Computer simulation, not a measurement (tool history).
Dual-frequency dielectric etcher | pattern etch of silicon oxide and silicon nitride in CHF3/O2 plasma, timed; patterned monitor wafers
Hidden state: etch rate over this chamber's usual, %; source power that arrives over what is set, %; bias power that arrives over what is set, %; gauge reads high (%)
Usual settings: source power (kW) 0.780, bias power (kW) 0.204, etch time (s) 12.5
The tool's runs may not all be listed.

run     day  source power (kW)  bias power (kW)  etch time (s)  wafers since the last listed run  hours since the last wet clean  hours since the last source power generator calibration  hours since the last bias power generator calibration  hours since the last upper electrode change  hours since the gauge calibration  read-back reference wafer on the same gauge, depth_nm  mean etch depth across the wafer (angstrom)
  1   0.000              0.780            0.229           10.0                                 0                           755.2                                                   4354.7                                                 5269.3                                       3289.0                             1560.5                                                  26.91                                        186.1
  2   1.775              0.780            0.204           12.5                               615                           797.8                                                   4397.3                                                 5311.9                                       3331.6                             1603.1                                                  26.91                                        225.8
      2.983  -- wet clean of the chamber, repeated, since the last time left the tool worse
  3   4.600              0.780            0.204           12.5                               632                            38.8                                                   4465.1                                                 5379.7                                       3399.4                             1670.9                                                  26.87                                        223.5
  4   8.279              0.780            0.204           12.5                              1276                           127.1                                                   4553.4                                                 5468.0                                       3487.7                             1759.2                                                  26.92                                        221.4
  5  10.446              0.680            0.204           12.5                               751                           179.1                                                   4605.4                                                 5520.0                                       3539.7                             1811.2                                                  26.89                                        209.5
     11.042  -- bias power generator calibrated
  6  14.292              0.840            0.240           12.5                              1276                           271.4                                                   4697.7                                                   78.0                                       3632.0                             1903.5                                                  26.90                                        235.5
  7  18.517              0.780            0.226            9.5                              1465                           372.8                                                   4799.1                                                  179.4                                       3733.4                             2004.9                                                  26.89                                        169.7
  8  21.667              0.780            0.204           12.5                              1092                           448.4                                                   4874.7                                                  255.0                                       3809.0                             2080.5                                                  26.91                                        218.0
  9  25.692              0.920            0.226           14.0                              1396                           545.0                                                   4971.3                                                  351.6                                       3905.6                             2177.1                                                  26.90                                        266.0
     28.812  -- wet clean of the chamber
 10  28.833              0.920            0.204           16.5                               742                             0.5                                                   5046.7                                                  427.0                                       3981.0                             2252.5                                                  26.91                                        317.3
 11  30.754              0.780            0.204           14.0                               666                            46.6                                                   5092.8                                                  473.1                                       4027.1                             2298.6                                                  26.90                                        252.9
 12  34.550              0.780            0.229           12.5                              1316                           137.7                                                   5183.9                                                  564.2                                       4118.2                             2389.7                                                  26.88                                        229.8
 13  36.238              0.780            0.181           16.5                               585                           178.2                                                   5224.4                                                  604.7                                       4158.7                             2430.2                                                  26.90                                        286.1
     38.717  -- gauge calibrated
 14  40.271              0.780            0.204           12.5                              1398                           275.0                                                   5321.2                                                  701.5                                       4255.5                               37.3                                                  26.89                                        221.5
     43.004  -- upper electrode replaced
 15  43.954              0.780            0.204           12.5                               930                           363.4                                                   5409.6                                                  789.9                                         22.8                              125.7                                                  26.91                                        221.5
 16  47.079              0.780            0.204           12.5                              1083                           438.4                                                   5484.6                                                  864.9                                         97.8                              200.7                                                  26.91                                        220.4
     48.121  -- source power generator calibrated
 17  48.733              0.910            0.170           13.5                               515                           478.1                                                     14.7                                                  904.6                                        137.5                              240.4                                                  26.90                                        242.8
 18  51.146              0.780            0.170           12.5                               836                           536.0                                                     72.6                                                  962.5                                        195.4                              298.3                                                  26.91                                        210.6
     53.312  -- wet clean of the chamber
 19  53.429              0.780            0.204           12.5                               445                             2.8                                                    127.4                                                 1017.3                                        250.2                              353.1                                                  26.93                                        226.0
 20  56.492              0.910            0.204           16.0                              1062                            76.3                                                    200.9                                                 1090.8                                        323.7                              426.6                                                  26.92                                        304.9

The next listed run, before its measurement:
 21  58.738              0.610            0.236           15.0                               778                           130.2                                                    254.8                                                 1144.7                                        377.6                              480.5                                                      ?                                            ?

read-back reference wafer on the same gauge, depth_nm: 26.91
mean etch depth across the wafer (angstrom): 252.2
Without the tool's hidden state the same run would have given mean etch depth across the wafer (angstrom) 252.8.
